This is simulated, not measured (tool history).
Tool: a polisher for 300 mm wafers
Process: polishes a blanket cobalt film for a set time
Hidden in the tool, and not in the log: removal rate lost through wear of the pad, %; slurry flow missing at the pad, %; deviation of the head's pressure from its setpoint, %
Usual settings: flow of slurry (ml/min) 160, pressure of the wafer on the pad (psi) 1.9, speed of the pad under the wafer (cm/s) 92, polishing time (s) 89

run	hour	flow of slurry (ml/min)	pressure of the wafer on the pad (psi)	speed of the pad under the wafer (cm/s)	polishing time (s)	wafers since the last listed run	wafers polished on this pad	hours since the slurry nozzle was cleaned	hours since the head pressure was calibrated	incoming thickness of the incoming film, nm	film removed (Å)
1	0	160	1.5	74	89	0	189	243.6	174.9	1552.9	2766
2	45.1	160	1.5	74	89	452	642	288.7	220	1549.3	2815
3	101.1	160	1.9	92	89	562	1204	344.7	276	1540.3	4317
4	146.2	160	1.9	92	89	452	1657	389.8	321.1	1562	4390
5	213.2	160	2.4	92	89	672	2330	456.8	388.1	1560	5482
# hour 229.8: worn pad replaced by a new one
6	277.4	160	2.4	92	89	604	478	521	452.3	1533.8	5974
# hour 311.7: slurry nozzle cleaned
7	373.5	160	2.4	92	89	955	1433	61.8	548.4	1556.5	5939
# hour 418.8: head pressure recalibrated
# hour 437.1: worn pad replaced by a new one
8	437.6	160	1.9	92	101	583	4	125.9	18.8	1545.6	4762
9	487.2	160	1.9	92	101	498	502	175.5	68.4	1582	4771
10	547.1	160	1.5	92	89	601	1104	235.4	128.3	1550.7	3295
11	588.1	160	1.5	92	89	411	1516	276.4	169.3	1557.5	3366
12	618.5	160	1.9	92	89	305	1821	306.8	199.7	1530.1	4265
13	667.4	160	1.9	92	89	491	2312	355.7	248.6	1556.1	4203
# hour 675.1: worn pad replaced by a new one
14	703.9	195	1.9	60	63	326	288	392.2	285.1	1568.2	2085
15	745.1	160	1.7	92	89	413	702	433.4	326.3	1548.8	3836
16	807.9	160	1.9	78	89	630	1333	496.2	389.1	1547.4	3718
17	878.5	160	2.1	112	97	709	2042	566.8	459.7	1555.1	6557
# hour 899.5: slurry nozzle cleaned
18	914.7	115	1.9	118	71	353	2396	15.2	495.9	1558.5	4216
# hour 924.7: worn pad replaced by a new one
# hour 950.4: head pressure recalibrated
19	954.5	180	1.9	66	64	339	278	55	4.1	1545.8	2190
20	983.9	160	1.9	112	89	295	574	84.4	33.5	1581.9	5140
21	1009.4	160	1.9	92	69	256	830	109.9	59	1554.9	3199
22	1071.5	160	1.9	92	89	623	1454	172	121.1	1547	4152
23	1122.6	160	1.3	116	72	513	1967	223.1	172.2	1537.8	2923

The next listed run, before its measurement:
# hour 1190.1: worn pad replaced by a new one
24	1192.6	130	1.2	82	99	662	25	293.1	242.2	1585.9	?

film removed (Å): 2668
Without the tool's hidden state the same run would have given film removed (Å) 2528.

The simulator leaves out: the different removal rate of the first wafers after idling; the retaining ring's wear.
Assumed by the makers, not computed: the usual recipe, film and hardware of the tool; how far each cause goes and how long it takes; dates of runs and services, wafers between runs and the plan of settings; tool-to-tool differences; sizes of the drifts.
